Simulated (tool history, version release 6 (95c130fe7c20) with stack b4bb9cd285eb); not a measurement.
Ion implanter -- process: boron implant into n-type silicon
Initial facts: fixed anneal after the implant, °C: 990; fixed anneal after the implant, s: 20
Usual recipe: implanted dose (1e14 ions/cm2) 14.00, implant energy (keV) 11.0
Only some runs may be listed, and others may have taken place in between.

run   hour  implanted dose (1e14 ions/cm2)  implant energy (keV)  read-back reference wafer on the same gauge, sheet resistance  sheet resistance of the implanted and annealed layer (ohm/square)
  1    0.0                           14.00                  11.0                                                         123.91                                                             120.08
  2   16.4                           14.00                  11.0                                                         123.97                                                             120.06
  3   31.2                           14.00                  11.0                                                         123.94                                                             119.83
  4   43.8                           14.00                  11.0                                                         123.97                                                             120.00
  5   56.6                           14.00                  11.0                                                         124.06                                                             120.18
  6   69.1                           14.00                  11.0                                                         123.92                                                             120.14
  7  103.2                           14.00                  11.0                                                         123.99                                                             120.09
  8  133.6                           14.00                  11.0                                                         124.05                                                             119.70
  9  149.6                           14.00                  11.0                                                         123.96                                                             120.34
 10  176.9                           14.00                  11.0                                                         124.07                                                             120.35
 11  205.5                           14.00                  11.0                                                         124.04                                                             120.45
 12  236.0                           14.00                  11.0                                                         124.08                                                             120.42
 13  263.0                           14.00                  11.0                                                         123.92                                                             120.37
     276.7  -- Faraday cup replaced and dose calibrated
 14  281.4                           14.89                  11.0                                                         124.03                                                             117.68
 15  294.0                           14.00                  11.0                                                         123.89                                                             120.26
     308.9  -- gauge calibrated
 16  322.6                           14.00                  11.0                                                         124.04                                                             120.43
 17  337.3                           14.00                  11.0                                                         123.94                                                             120.39
 18  372.6                           14.00                  11.0                                                         124.05                                                             120.44
 19  408.4                           12.88                  13.0                                                         123.98                                                             118.87
 20  434.1                           14.00                  14.0                                                         124.05                                                             111.75
 21  449.8                           12.34                  10.0                                                         124.05                                                             131.19
 22  474.2                           15.38                   9.0                                                         123.94                                                             126.62
 23  510.2                           10.02                   7.5                                                         123.93                                                             157.55
 24  533.6                           10.61                  12.0                                                         124.04                                                             135.08
 25  605.9                           17.27                  12.5                                                         124.04                                                             106.25
 26  625.7                           17.34                  13.5                                                         123.91                                                             103.26
 27  645.0                           14.00                  11.0                                                         124.01                                                             120.92
 28  657.6                           18.01                  13.0                                                         123.97                                                             103.48
     669.4  -- extraction supply calibrated
 29  670.2                           17.59                   8.0                                                         124.02                                                             128.23
 30  689.3                           15.84                   8.5                                                         123.98                                                             126.95
 31  716.8                           14.00                  11.0                                                         123.97                                                             119.44
 32  746.6                           15.61                  14.5                                                         124.01                                                             104.05
 33  773.2                           14.00                  11.0                                                         124.04                                                             119.24
 34  805.8                           14.00                  11.0                                                         124.00                                                             119.39
 35  819.7                           14.00                  11.0                                                         123.92                                                             119.64
 36  840.9                           14.00                  12.5                                                         124.09                                                             114.53

What if the next run were any one of these 4? Each begins from the tool's condition after run 36:
  A  841.3                           14.00                  11.0                                                              ?                                                                  ?
  B  841.3                           15.67                   9.5                                                              ?                                                                  ?
  C  841.3                           16.88                   8.0                                                              ?                                                                  ?
  D  841.3                           14.00                  13.0                                                              ?                                                                  ?

run  read-back reference wafer on the same gauge, sheet resistance  sheet resistance of the implanted and annealed layer (ohm/square)
  A                                                         123.99                                                             119.36
  B                                                         123.99                                                             121.44
  C                                                         123.99                                                             129.01
  D                                                         123.99                                                             113.23
Stripped of hidden state, with their random variation kept, the same runs would have yielded:
run  sheet resistance of the implanted and annealed layer (ohm/square)
  A                                                             119.51
  B                                                             121.62
  C                                                             129.23
  D                                                             113.35
